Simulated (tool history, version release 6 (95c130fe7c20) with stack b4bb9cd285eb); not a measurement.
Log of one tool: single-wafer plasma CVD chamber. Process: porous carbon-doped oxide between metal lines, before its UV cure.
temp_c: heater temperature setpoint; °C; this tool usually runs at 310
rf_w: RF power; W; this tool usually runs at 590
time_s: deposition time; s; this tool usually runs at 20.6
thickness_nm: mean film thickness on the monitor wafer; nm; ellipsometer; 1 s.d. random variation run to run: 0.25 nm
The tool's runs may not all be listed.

run     day  temp_c  rf_w  time_s  wafers since the last listed run  hours since the last thermocouple change  hours since the last RF generator calibration  hours since the showerhead was replaced  hours since the gauge calibration  read-back reference wafer on the same gauge, thickness_nm  thickness_nm
  1       0     310   590    20.6                                 0                                     756.8                                         1150.8                                     7021                             1528.7                                                    112.021       118.351
  2   1.071     310   590    20.6                               824                                     782.5                                         1176.5                                   7046.7                             1554.4                                                    111.898       118.289
  3   3.971     310   590    17.5                              2233                                     852.1                                         1246.1                                   7116.3                               1624                                                    111.892       101.221
  4   6.829     310   590    17.5                              2201                                     920.7                                         1314.7                                   7184.9                             1692.6                                                    112.014       101.378
     12.554  -- thermocouple changed; heater temperature recalibrated
  5  15.738     310   590    20.6                              6604                                      76.4                                         1528.5                                   7398.7                             1906.4                                                    112.024       117.937
  6    18.7     310   590    20.6                              2281                                     147.5                                         1599.6                                   7469.8                             1977.5                                                    111.996       118.133
  7  20.133     310   590    20.6                              1104                                     181.9                                           1634                                   7504.2                             2011.9                                                    112.001       118.455
  8  25.867     310   590    20.6                              4416                                     319.5                                         1771.6                                   7641.8                             2149.5                                                    112.038       117.815
  9  27.117     310   590    18.6                               962                                     349.5                                         1801.6                                   7671.8                             2179.5                                                    112.072       107.292
 10  29.225     310   590    18.6                              1623                                     400.1                                         1852.2                                   7722.4                             2230.1                                                      111.9        106.72
 11  31.588     310   670    20.6                              1819                                     456.8                                         1908.9                                   7779.1                             2286.8                                                    112.105       125.479
 12  32.629     310   590    18.3                               802                                     481.8                                         1933.9                                   7804.1                             2311.8                                                    111.961       105.461
     33.004  -- RF generator calibrated
 13   34.95     310   590    18.3                              1530                                     537.5                                           46.7                                   7859.8                             2367.5                                                    111.982       105.349
 14  41.154     300   630    22.5                              4778                                     686.4                                          195.6                                   8008.7                             2516.4                                                    112.107       139.502
 15  42.679     310   590    20.6                              1174                                       723                                          232.2                                   8045.3                               2553                                                    112.028       118.041
 16  43.883     310   590    20.6                               927                                     751.9                                          261.1                                   8074.2                             2581.9                                                    112.053       118.017
 17  46.188     310   520    20.6                              1774                                     807.2                                          316.4                                   8129.5                             2637.2                                                    111.941       111.746
 18  48.454     310   590    20.6                              1745                                     861.6                                          370.8                                   8183.9                             2691.6                                                    112.009       117.848
     49.783  -- thermocouple changed; heater temperature recalibrated
 19  49.804     310   675    19.4                               783                                       0.5                                          403.2                                   8216.3                               2724                                                    111.892       119.456
 20  51.371     310   590    20.6                              1206                                      38.1                                          440.8                                   8253.9                             2761.6                                                    111.973       118.196
     52.879  -- showerhead replaced
 21  54.154     299   590    20.6                              1887                                     104.9                                          507.6                                     30.6                             2828.4                                                    111.984       124.728
 22  55.829     310   590    20.6                              1290                                     145.1                                          547.8                                     70.8                             2868.6                                                    111.972       117.959
 23  57.304     310   590    18.4                              1136                                     180.5                                          583.2                                    106.2                               2904                                                    111.979       106.114
 24  59.375     318   635    23.1                              1595                                     230.2                                          632.9                                    155.9                             2953.7                                                    112.125       132.015
 25  60.762     303   525    20.6                              1068                                     263.5                                          666.2                                    189.2                               2987                                                    112.005       115.988
 26  63.221     297   550    18.6                              1893                                     322.5                                          725.2                                    248.2                               3046                                                    111.963       110.379
     65.512  -- gauge calibrated
 27  67.096     320   545    17.7                              2984                                     415.5                                          818.2                                    341.2                                 38                                                    112.002        93.611
 28  68.675     310   590    20.6                              1216                                     453.4                                          856.1                                    379.1                               75.9                                                    112.084       118.184
 29   70.45     310   590    20.6                              1367                                       496                                          898.7                                    421.7                              118.5                                                    111.943       118.344
 30  73.038     299   530    18.7                              1993                                     558.1                                          960.8                                    483.8                              180.6                                                     111.94       108.548
 31  74.658     310   590    20.6                              1248                                       597                                          999.7                                    522.7                              219.5                                                    111.961       117.709
 32  78.858     310   590    21.9                              3235                                     697.8                                         1100.5                                    623.5                              320.3                                                    112.028       125.349
     85.904  -- thermocouple changed; heater temperature recalibrated
 33  86.812     310   495    20.6                              5869                                      21.8                                         1291.4                                    814.4                              511.2                                                     111.95       108.735
 34  88.542     304   530    19.4                              1331                                      63.3                                         1332.9                                    855.9                              552.7                                                    112.008       109.851

Exercise: give the hidden state of the tool at every run:
wafer temperature above the value expected at the setpoint (K): 0 in every run
delivered RF power above the setpoint (%): 0 in every run
gauge reads high (%): 0 in every run
